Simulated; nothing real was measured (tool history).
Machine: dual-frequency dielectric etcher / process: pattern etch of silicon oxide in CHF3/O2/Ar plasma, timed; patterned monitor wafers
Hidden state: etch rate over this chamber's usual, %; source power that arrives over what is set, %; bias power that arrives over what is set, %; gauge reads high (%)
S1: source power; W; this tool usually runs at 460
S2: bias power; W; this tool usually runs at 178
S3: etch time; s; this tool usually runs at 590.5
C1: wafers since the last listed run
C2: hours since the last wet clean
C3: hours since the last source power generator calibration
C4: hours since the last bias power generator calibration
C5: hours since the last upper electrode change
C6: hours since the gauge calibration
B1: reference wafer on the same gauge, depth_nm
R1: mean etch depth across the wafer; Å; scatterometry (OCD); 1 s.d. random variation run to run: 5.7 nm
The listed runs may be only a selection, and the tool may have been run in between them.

run,hour,S1,S2,S3,C1,C2,C3,C4,C5,C6,B1,R1
1,0,460,178,590.5,0,22.8,2443.3,2382,4837.1,1474.3,1131.9,10314
2,60.7,460,178,590.5,147,83.5,2504,2442.7,4897.8,1535,1129.9,10343
3,115.1,460,153,590.5,131,137.9,2558.4,2497.1,4952.2,1589.4,1127.4,9780
4,153.2,460,153,590.5,92,176,2596.5,2535.2,4990.3,1627.5,1130.9,9772
# hour 190.6: source power generator calibrated
5,194.1,460,153,590.5,89,216.9,3.5,2576.1,5031.2,1668.4,1130,9851
6,229.8,530,178,590.5,86,252.6,39.2,2611.8,5066.9,1704.1,1130.8,10995
7,275.8,530,178,590.5,111,298.6,85.2,2657.8,5112.9,1750.1,1129.8,10922
8,301.4,460,178,590.5,62,324.2,110.8,2683.4,5138.5,1775.7,1129,10487
9,356.9,460,178,590.5,134,379.7,166.3,2738.9,5194,1831.2,1130.6,10638
10,394.3,460,178,590.5,90,417.1,203.7,2776.3,5231.4,1868.6,1128.9,10554
# hour 454.4: wet clean of the chamber
11,455.5,460,178,590.5,90,1.1,264.9,2837.5,5292.6,1929.8,1129.9,10148
12,494,460,178,590.5,93,39.6,303.4,2876,5331.1,1968.3,1127.8,10165
13,526.7,460,178,590.5,79,72.3,336.1,2908.7,5363.8,2001,1129.9,10183
14,587.3,550,178,636,146,132.9,396.7,2969.3,5424.4,2061.6,1127.3,11751
# hour 667.2: bias power generator calibrated
15,762.3,390,161,476.5,414,307.9,571.7,95.1,5599.4,2236.6,1131.1,7684
# hour 822.8: upper electrode replaced
16,824.3,580,157,590.5,92,369.9,633.7,157.1,1.5,2298.6,1128.1,10638
# hour 843.8: gauge calibrated
17,887.9,560,143,512,154,433.5,697.3,220.7,65.1,44.1,1130.6,8784
18,926.7,520,203,533,94,472.3,736.1,259.5,103.9,82.9,1129.5,10338
# hour 963.5: wet clean of the chamber
19,991.4,380,192,520.5,98,27.9,800.8,324.2,168.6,147.6,1132.2,8908
20,1038.2,460,155,763.5,113,74.7,847.6,371,215.4,194.4,1129.2,12488
21,1072.7,540,143,487.5,83,109.2,882.1,405.5,249.9,228.9,1129.6,8176
22,1138.8,460,135,590.5,160,175.3,948.2,471.6,316,295,1129.7,9221
23,1187.4,520,220,721,117,223.9,996.8,520.2,364.6,343.6,1131,14489
24,1254.2,380,178,475.5,162,290.7,1063.6,587,431.4,410.4,1132.1,7962
25,1319.4,530,178,590.5,158,355.9,1128.8,652.2,496.6,475.6,1128.9,10895
26,1368,460,178,590.5,117,404.5,1177.4,700.8,545.2,524.2,1128.7,10464
27,1424.9,550,197,500,138,461.4,1234.3,757.7,602.1,581.1,1128.9,9818
# hour 1512.6: wet clean of the chamber
28,1513.1,360,178,590.5,155,0.5,1322.5,845.9,690.3,669.3,1128.7,9609
29,1544.7,460,178,590.5,76,32.1,1354.1,877.5,721.9,700.9,1130,10231

4 options for the next run, each taken on its own from the tool as it stands now. Forecast them:
A,1545.3,460,178,590.5,1,32.7,1354.7,878.1,722.5,701.5,?,?
B,1545.3,460,178,711,1,32.7,1354.7,878.1,722.5,701.5,?,?
C,1545.3,490,196,590.5,1,32.7,1354.7,878.1,722.5,701.5,?,?
D,1545.3,460,178,473,1,32.7,1354.7,878.1,722.5,701.5,?,?

run,B1,R1
A,1128.7,10252
B,1128.7,12344
C,1128.7,10868
D,1128.7,8212
With the hidden condition removed and each run's random variation left untouched, the same runs would have given:
run,R1
A,10215
B,12299
C,10829
D,8182
